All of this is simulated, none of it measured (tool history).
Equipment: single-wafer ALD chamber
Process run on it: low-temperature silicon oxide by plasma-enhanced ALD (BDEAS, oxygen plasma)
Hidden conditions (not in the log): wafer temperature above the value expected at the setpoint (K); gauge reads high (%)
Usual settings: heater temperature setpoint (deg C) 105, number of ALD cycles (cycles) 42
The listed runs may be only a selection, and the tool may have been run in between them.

run    hour  heater temperature setpoint (deg C)  number of ALD cycles (cycles)  wafers since the last listed run  hours since the last thermocouple change  hours since the gauge calibration  read-back reference wafer on the same gauge, thickness_nm  mean film thickness on the monitor wafer (angstrom)
  1       0                                  105                             42                                 0                                     904.6                                545                                                      5.921                                                 58.7
  2    72.8                                  105                             42                               620                                     977.4                              617.8                                                       5.92                                                58.41
  3   120.9                                  105                             42                               410                                    1025.5                              665.9                                                      5.919                                                 58.6
  4   180.6                                  105                             42                               509                                    1085.2                              725.6                                                      5.919                                                58.31
  5   277.1                                  105                             42                               823                                    1181.7                              822.1                                                      5.921                                                58.58
  6   340.7                                  105                             42                               542                                    1245.3                              885.7                                                      5.917                                                58.73
  7   413.8                                  105                             42                               623                                    1318.4                              958.8                                                       5.92                                                58.56
  8   458.6                                  105                             42                               382                                    1363.2                             1003.6                                                      5.916                                                58.62
  9   540.8                                  117                             42                               701                                    1445.4                             1085.8                                                      5.923                                                 57.2
 10   618.2                                  117                             42                               660                                    1522.8                             1163.2                                                      5.926                                                57.35
 11   677.7                                  101                             42                               507                                    1582.3                             1222.7                                                       5.92                                                59.54
 12     741                                  101                             42                               539                                    1645.6                               1286                                                      5.918                                                59.45
 13   844.1                                   95                             39                               879                                    1748.7                             1389.1                                                      5.918                                                56.53
 14   901.3                                  105                             42                               487                                    1805.9                             1446.3                                                      5.922                                                58.85
 15   959.2                                  120                             48                               493                                    1863.8                             1504.2                                                      5.916                                                65.19
 16  1226.4                                  110                             42                              2279                                      2131                             1771.4                                                      5.921                                                58.65
     1422.6  -- gauge calibrated
 17  1481.9                                  114                             36                              2179                                    2386.5                               59.3                                                      5.919                                                49.83
     1541.3  -- thermocouple changed; heater temperature recalibrated
 18  1541.8                                  105                             38                               442                                       0.5                              119.2                                                      5.923                                                52.59
 19  1574.4                                   94                             50                               278                                      33.1                              151.8                                                      5.921                                                71.54
 20  1643.9                                  105                             39                               592                                     102.6                              221.3                                                       5.92                                                54.27
 21  1680.7                                  116                             42                               313                                     139.4                              258.1                                                      5.917                                                56.81
 22  1788.3                                   91                             39                               917                                       247                              365.7                                                      5.919                                                56.49
 23  1892.3                                  105                             42                               887                                       351                              469.7                                                      5.918                                                58.36
 24  1943.6                                  110                             35                               437                                     402.3                                521                                                      5.917                                                47.98
 25  1984.7                                  100                             46                               350                                     443.4                              562.1                                                       5.92                                                64.85

Predict each of these 3 candidate next runs independently; none follows another, all start after run 25:
  A  1985.2                                  105                             42                                 4                                     443.9                              562.6                                                          ?                                                    ?
  B  1985.2                                  119                             46                                 4                                     443.9                              562.6                                                          ?                                                    ?
  C  1985.2                                   95                             44                                 4                                     443.9                              562.6                                                          ?                                                    ?

run  read-back reference wafer on the same gauge, thickness_nm  mean film thickness on the monitor wafer (angstrom)
  A                                                      5.919                                                 58.3
  B                                                      5.919                                                   62
  C                                                      5.919                                                63.02
Without the tool's unlogged condition, the same runs would have read:
run  mean film thickness on the monitor wafer (angstrom)
  A                                                58.34
  B                                                62.04
  C                                                 63.1

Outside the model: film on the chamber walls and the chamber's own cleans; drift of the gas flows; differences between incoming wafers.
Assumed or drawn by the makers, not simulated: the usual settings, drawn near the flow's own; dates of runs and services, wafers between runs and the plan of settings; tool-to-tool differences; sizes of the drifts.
